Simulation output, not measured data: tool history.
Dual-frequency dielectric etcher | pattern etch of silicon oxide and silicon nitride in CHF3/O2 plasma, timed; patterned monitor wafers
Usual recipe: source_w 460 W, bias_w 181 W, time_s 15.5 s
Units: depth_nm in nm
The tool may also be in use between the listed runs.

| run | hour | source_w | bias_w | time_s | wafers since the last listed run | hours since the last wet clean | hours since the last source power generator calibration | hours since the last bias power generator calibration | hours since the last upper electrode change | hours since the gauge calibration | read-back reference wafer on the same gauge, depth_nm | depth_nm |
|---|---|---|---|---|---|---|---|---|---|---|---|---|
| 1 | 0 | 460 | 181 | 15.5 | 0 | 314 | 2979.7 | 3924.9 | 2002.9 | 934.3 | 22.2 | 19.17 |
|  | 28.5 | wet clean of the chamber |
| 2 | 210.2 | 460 | 181 | 15.5 | 2620 | 181.7 | 3189.9 | 4135.1 | 2213.1 | 1144.5 | 22.19 | 19.22 |
| 3 | 245.5 | 460 | 181 | 15.5 | 496 | 217 | 3225.2 | 4170.4 | 2248.4 | 1179.8 | 22.2 | 19.11 |
| 4 | 275.4 | 460 | 181 | 15.5 | 420 | 246.9 | 3255.1 | 4200.3 | 2278.3 | 1209.7 | 22.19 | 19.09 |
| 5 | 329.3 | 460 | 181 | 15.5 | 758 | 300.8 | 3309 | 4254.2 | 2332.2 | 1263.6 | 22.2 | 19.14 |
| 6 | 368.3 | 460 | 181 | 15.5 | 548 | 339.8 | 3348 | 4293.2 | 2371.2 | 1302.6 | 22.19 | 18.99 |
| 7 | 416.8 | 460 | 181 | 15.5 | 682 | 388.3 | 3396.5 | 4341.7 | 2419.7 | 1351.1 | 22.2 | 18.97 |
|  | 479.1 | wet clean of the chamber |
| 8 | 479.6 | 550 | 155 | 15.5 | 545 | 0.5 | 3459.3 | 4404.5 | 2482.5 | 1413.9 | 22.19 | 19.99 |
| 9 | 579.9 | 550 | 155 | 15.5 | 1411 | 100.8 | 3559.6 | 4504.8 | 2582.8 | 1514.2 | 22.2 | 19.93 |
| 10 | 605.4 | 550 | 155 | 15.5 | 358 | 126.3 | 3585.1 | 4530.3 | 2608.3 | 1539.7 | 22.21 | 19.89 |
| 11 | 675.5 | 460 | 181 | 15.5 | 986 | 196.4 | 3655.2 | 4600.4 | 2678.4 | 1609.8 | 22.21 | 19.03 |
|  | 712.6 | bias power generator calibrated |
| 12 | 713.1 | 460 | 181 | 15.5 | 472 | 234 | 3692.8 | 0.5 | 2716 | 1647.4 | 22.21 | 19.09 |
| 13 | 767.2 | 460 | 181 | 15.5 | 761 | 288.1 | 3746.9 | 54.6 | 2770.1 | 1701.5 | 22.2 | 19.04 |
|  | 771.3 | source power generator calibrated |
|  | 788.1 | gauge calibrated |
| 14 | 803.8 | 550 | 155 | 15.5 | 458 | 324.7 | 32.5 | 91.2 | 2806.7 | 15.7 | 22.2 | 20.37 |
| 15 | 841.2 | 460 | 204 | 17 | 526 | 362.1 | 69.9 | 128.6 | 2844.1 | 53.1 | 22.19 | 22.28 |
|  | 886.7 | wet clean of the chamber |
| 16 | 903.5 | 460 | 181 | 15.5 | 538 | 16.8 | 132.2 | 190.9 | 2906.4 | 115.4 | 22.19 | 19.76 |
| 17 | 938 | 580 | 218 | 15.5 | 485 | 51.3 | 166.7 | 225.4 | 2940.9 | 149.9 | 22.19 | 23.59 |
|  | 1015.7 | upper electrode replaced |
| 18 | 1016.2 | 460 | 159 | 11.5 | 762 | 129.5 | 244.9 | 303.6 | 0.5 | 228.1 | 22.21 | 14.01 |
| 19 | 1031.4 | 460 | 218 | 13.5 | 213 | 144.7 | 260.1 | 318.8 | 15.7 | 243.3 | 22.21 | 18.27 |
| 20 | 1077.3 | 460 | 181 | 15.5 | 645 | 190.6 | 306 | 364.7 | 61.6 | 289.2 | 22.21 | 19.58 |
| 21 | 1125 | 460 | 218 | 13.5 | 671 | 238.3 | 353.7 | 412.4 | 109.3 | 336.9 | 22.21 | 18.19 |
| 22 | 1195.8 | 560 | 168 | 14.5 | 996 | 309.1 | 424.5 | 483.2 | 180.1 | 407.7 | 22.19 | 19.71 |
| 23 | 1222.6 | 520 | 181 | 20 | 377 | 335.9 | 451.3 | 510 | 206.9 | 434.5 | 22.2 | 26.78 |
| 24 | 1276.7 | 560 | 212 | 15.5 | 761 | 390 | 505.4 | 564.1 | 261 | 488.6 | 22.2 | 22.67 |
|  | 1327.3 | wet clean of the chamber |
| 25 | 1346.2 | 460 | 163 | 16.5 | 640 | 18.9 | 574.9 | 633.6 | 330.5 | 558.1 | 22.2 | 20.29 |
| 26 | 1392.1 | 420 | 224 | 13 | 645 | 64.8 | 620.8 | 679.5 | 376.4 | 604 | 22.2 | 16.95 |

Measured minus without-hidden-state, run by run (identical run-to-run variation in each term; gauge scatter may differ):
Hidden conditions of the tool in this case: etch rate over this chamber's usual, %; source power that arrives over what is set, %; bias power that arrives over what is set, %; gauge reads high (%).
| run | depth_nm |
|---|---|
| 1 | -0.58 |
| 2 | -0.59 |
| 3 | -0.61 |
| 4 | -0.64 |
| 5 | -0.68 |
| 6 | -0.71 |
| 7 | -0.74 |
| 8 | -0.55 |
| 9 | -0.62 |
| 10 | -0.64 |
| 11 | -0.66 |
| 12 | -0.7 |
| 13 | -0.74 |
| 14 | -0.21 |
| 15 | -0.26 |
| 16 | +0.01 |
| 17 | -0.03 |
| 18 | -0.06 |
| 19 | -0.09 |
| 20 | -0.13 |
| 21 | -0.16 |
| 22 | -0.23 |
| 23 | -0.34 |
| 24 | -0.34 |
| 25 | -0.04 |
| 26 | -0.06 |
